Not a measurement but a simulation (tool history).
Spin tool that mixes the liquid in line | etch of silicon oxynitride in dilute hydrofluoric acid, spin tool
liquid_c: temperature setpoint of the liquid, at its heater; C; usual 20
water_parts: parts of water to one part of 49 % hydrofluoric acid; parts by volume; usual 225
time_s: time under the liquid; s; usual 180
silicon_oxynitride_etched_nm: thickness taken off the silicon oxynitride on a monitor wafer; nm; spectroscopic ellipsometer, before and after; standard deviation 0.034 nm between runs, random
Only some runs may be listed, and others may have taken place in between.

run,hour,liquid_c,water_parts,time_s,wafers since the last listed run,hours since the thermometer was replaced,hours since the hydrofluoric acid flow meter was replaced,hours since the gauge calibration,"read-back film thickness of the silicon oxynitride reference wafer, read on the same gauge (nm)",silicon_oxynitride_etched_nm
1,0,20,225,180,0,2479.1,816.3,454.9,59.988,2.55
2,10.3,20,225,180,74,2489.4,826.6,465.2,59.944,2.466
3,21.8,20,225,180,83,2500.9,838.1,476.7,59.996,2.576
4,38.8,20,225,225,122,2517.9,855.1,493.7,59.978,3.163
# hour 43.9: gauge calibrated
5,51.9,20,225,225,94,2531,868.2,8,60.02,3.183
6,62.7,20,225,225,78,2541.8,879,18.8,60.022,3.176
7,89.4,20,225,180,193,2568.5,905.7,45.5,59.996,2.531
8,96.5,20,225,180,51,2575.6,912.8,52.6,59.993,2.497
9,113.9,17,130,210,125,2593,930.2,70,59.997,4.751
10,121,22,225,240,51,2600.1,937.3,77.1,60.007,3.646
11,132.8,22.5,300,220,85,2611.9,949.1,88.9,59.973,2.427
12,140.6,20,225,180,56,2619.7,956.9,96.7,60.007,2.5
13,147.9,20,295,85,52,2627,964.2,104,60.013,0.849
14,156,20,160,100,58,2635.1,972.3,112.1,60.042,2.019
15,164.1,21.5,225,105,58,2643.2,980.4,120.2,60.008,1.565
# hour 176.5: thermometer replaced
16,199.2,25,145,105,246,22.7,1015.5,155.3,59.981,2.976
17,217,20,225,180,128,40.5,1033.3,173.1,60.029,2.427
18,233.7,23.5,150,180,120,57.2,1050,189.8,59.983,4.546
19,245.1,17,225,110,82,68.6,1061.4,201.2,60.05,1.287
# hour 257.7: hydrofluoric acid flow meter replaced
20,262.8,17.5,185,90,120,86.3,5.1,218.9,59.993,1.616
21,274.1,17.5,165,230,81,97.6,16.4,230.2,59.959,4.605
22,288.5,20,225,180,104,112,30.8,244.6,60.001,2.945
23,303.3,20,225,180,107,126.8,45.6,259.4,59.991,2.889
24,312.5,20,225,180,66,136,54.8,268.6,60.032,2.969
25,324.2,17,290,95,84,147.7,66.5,280.3,60.006,0.97
26,333,20,225,180,63,156.5,75.3,289.1,60.034,2.881
27,368.5,22.5,285,180,256,192,110.8,324.6,60,2.457
28,379.2,20,270,180,77,202.7,121.5,335.3,60.02,2.309
29,394.7,20,175,140,112,218.2,137,350.8,59.992,2.993
30,409.2,20,225,180,104,232.7,151.5,365.3,60.029,2.85
31,422.3,24.5,225,265,94,245.8,164.6,378.4,60.031,5.126
32,437.3,17,270,180,108,260.8,179.6,393.4,60.014,1.99
33,448.5,20,225,275,80,272,190.8,404.6,59.999,4.326

Here are 4 independent what-if runs from the current tool condition. What would each one return?
A,449,20,225,180,3,272.5,191.3,405.1,?,?
B,449,20,225,240,3,272.5,191.3,405.1,?,?
C,449,23.5,300,180,3,272.5,191.3,405.1,?,?
D,449,20,150,270,3,272.5,191.3,405.1,?,?

run,"read-back film thickness of the silicon oxynitride reference wafer, read on the same gauge (nm)",silicon_oxynitride_etched_nm
A,60.007,2.886
B,60.007,3.848
C,60.007,2.402
D,60.007,6.833
Without the tool's hidden state the same runs would have given:
run,silicon_oxynitride_etched_nm
A,2.981
B,3.975
C,2.485
D,7.05
